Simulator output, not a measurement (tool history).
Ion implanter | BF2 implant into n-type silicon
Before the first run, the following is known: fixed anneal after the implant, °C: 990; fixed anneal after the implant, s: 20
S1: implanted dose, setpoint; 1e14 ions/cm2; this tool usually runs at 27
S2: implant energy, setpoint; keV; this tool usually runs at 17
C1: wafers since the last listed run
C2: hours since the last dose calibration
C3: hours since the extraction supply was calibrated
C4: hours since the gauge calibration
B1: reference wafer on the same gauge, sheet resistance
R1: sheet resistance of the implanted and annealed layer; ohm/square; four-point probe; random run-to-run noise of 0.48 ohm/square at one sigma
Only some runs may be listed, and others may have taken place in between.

run	hour	S1	S2	C1	C2	C3	C4	B1	R1
1	0	27	17	0	323.9	1595.7	799.3	172.98	184.5
2	37.9	27	17	606	361.8	1633.6	837.2	172.96	184.17
3	73.7	27	17	572	397.6	1669.4	873	173.07	184.26
4	109.5	27	20.5	572	433.4	1705.2	908.8	172.95	169.23
# hour 114.2: gauge calibrated
5	186	27	17	1223	509.9	1781.7	71.8	172.78	184.59
6	247.8	27	17	988	571.7	1843.5	133.6	173.09	184.55
7	276.1	27	17	452	600	1871.8	161.9	173.08	183.94
8	345.7	27	17	1113	669.6	1941.4	231.5	172.95	184.72
9	443.2	27	17	1559	767.1	2038.9	329	173.04	184.39
10	644.8	33.34	17	3224	968.7	2240.5	530.6	173.09	181.7
# hour 684.5: extraction supply calibrated
11	704.3	33.34	17	823	1028.2	19.8	590.1	172.95	178.77
12	750.9	33.34	17	745	1074.8	66.4	636.7	173.01	177.61
13	784.5	27	17	537	1108.4	100	670.3	173.16	181.07
14	812.8	29.68	13	452	1136.7	128.3	698.6	172.99	202.13
15	842.6	27	21	476	1166.5	158.1	728.4	172.83	165.52
16	866.9	27	20.5	388	1190.8	182.4	752.7	172.9	166.9
# hour 881.4: Faraday cup replaced and dose calibrated
17	1078.2	29.05	13	3251	196.8	393.7	964	173.02	202.56
18	1140.7	20.28	14	999	259.3	456.2	1026.5	172.99	203.87
# hour 1191.3: gauge calibrated
19	1210.6	27	17	1118	329.2	526.1	19.3	173.01	182.63
20	1264.6	30.92	22	863	383.2	580.1	73.3	172.93	160.14
21	1331.3	22.16	19	1066	449.9	646.8	140	173.01	177.85
22	1360.1	21.61	18.5	460	478.7	675.6	168.8	173.02	179.62
23	1396	22.16	19	574	514.6	711.5	204.7	172.96	177.75
24	1437.4	21.65	21	662	556	752.9	246.1	172.78	168.81
25	1501.8	31.33	21.5	1030	620.4	817.3	310.5	173.08	162.24

Hidden condition of the tool, last listed run before each entry between runs versus first listed run after:
Runs 4 to 5: gauge calibrated (hour 114.2)
  deviation of the true energy from its setpoint, %: -3.06 -> -3.2
  measured value less the no-hidden-state value, R1: +2.46 -> +2.67 ohm/square
Runs 10 to 11: extraction supply calibrated (hour 684.5)
  deviation of the true energy from its setpoint, %: -4.08 -> -0.339
  measured value less the no-hidden-state value, R1: +3.34 -> +0.27 ohm/square
Runs 16 to 17: Faraday cup replaced and dose calibrated (hour 881.4)
  deviation of the true energy from its setpoint, %: -0.651 -> -1.06
  measured value less the no-hidden-state value, R1: +0.52 -> +0.89 ohm/square
Runs 18 to 19: gauge calibrated (hour 1191.3)
  deviation of the true energy from its setpoint, %: -1.18 -> -1.31
  measured value less the no-hidden-state value, R1: +1.02 -> +1.08 ohm/square
